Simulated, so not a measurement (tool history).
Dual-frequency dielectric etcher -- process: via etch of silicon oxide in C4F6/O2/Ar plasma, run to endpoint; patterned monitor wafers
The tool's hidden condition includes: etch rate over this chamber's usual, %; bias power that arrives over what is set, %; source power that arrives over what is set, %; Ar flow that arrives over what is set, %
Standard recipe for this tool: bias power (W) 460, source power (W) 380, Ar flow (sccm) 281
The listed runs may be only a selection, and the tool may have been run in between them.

run,hour,bias power (W),source power (W),Ar flow (sccm),wafers since the last listed run,hours since the last wet clean,hours since the last bias power generator calibration,hours since the last source power generator calibration,hours since the last Ar flow controller change,hours since the last upper electrode change,"incoming incoming film thickness, nm",endpoint time (s)
1,0.0,460,380,281,0,27.4,2670.4,2923.8,4323.6,964.6,81.9,18.4
2,75.7,460,380,281,1323,103.1,2746.1,2999.5,4399.3,1040.3,82.1,18.5
3,183.3,460,300,281,1881,210.7,2853.7,3107.1,4506.9,1147.9,82.4,19.8
4,241.8,460,300,281,1022,269.2,2912.2,3165.6,4565.4,1206.4,81.2,19.4
5,280.6,460,380,281,678,308.0,2951.0,3204.4,4604.2,1245.2,82.3,18.3
6,342.4,460,380,281,1080,369.8,3012.8,3266.2,4666.0,1307.0,82.3,18.3
7,388.9,460,380,281,813,416.3,3059.3,3312.7,4712.5,1353.5,81.7,18.1
8,496.4,460,380,281,1879,523.8,3166.8,3420.2,4820.0,1461.0,81.8,18.1
9,548.7,460,380,281,914,576.1,3219.1,3472.5,4872.3,1513.3,80.9,17.9
10,606.4,460,380,281,1008,633.8,3276.8,3530.2,4930.0,1571.0,82.3,18.2
# hour 613.6: Ar flow controller replaced
# hour 659.4: wet clean of the chamber
11,681.3,460,380,281,785,21.9,3351.7,3605.1,67.7,1645.9,82.1,18.3
# hour 727.4: source power generator calibrated
12,783.7,460,380,281,1720,124.3,3454.1,56.3,170.1,1748.3,82.1,18.3
13,883.0,460,380,322,1736,223.6,3553.4,155.6,269.4,1847.6,82.1,18.4
# hour 925.6: upper electrode replaced
14,927.1,491,300,331,351,267.7,3597.5,199.7,313.5,1.5,82.5,19.3
15,1025.4,542,300,305,1718,366.0,3695.8,298.0,411.8,99.8,82.5,18.2
16,1071.6,357,330,246,807,412.2,3742.0,344.2,458.0,146.0,80.8,21.0

Forecast run 17:
17,1151.6,357,320,254,1398,492.2,3822.0,424.2,538.0,226.0,82.3,?

endpoint time (s): 21.7
With the hidden condition absent and the run-to-run variation left alone, this run would have shown endpoint time (s) 22.5.
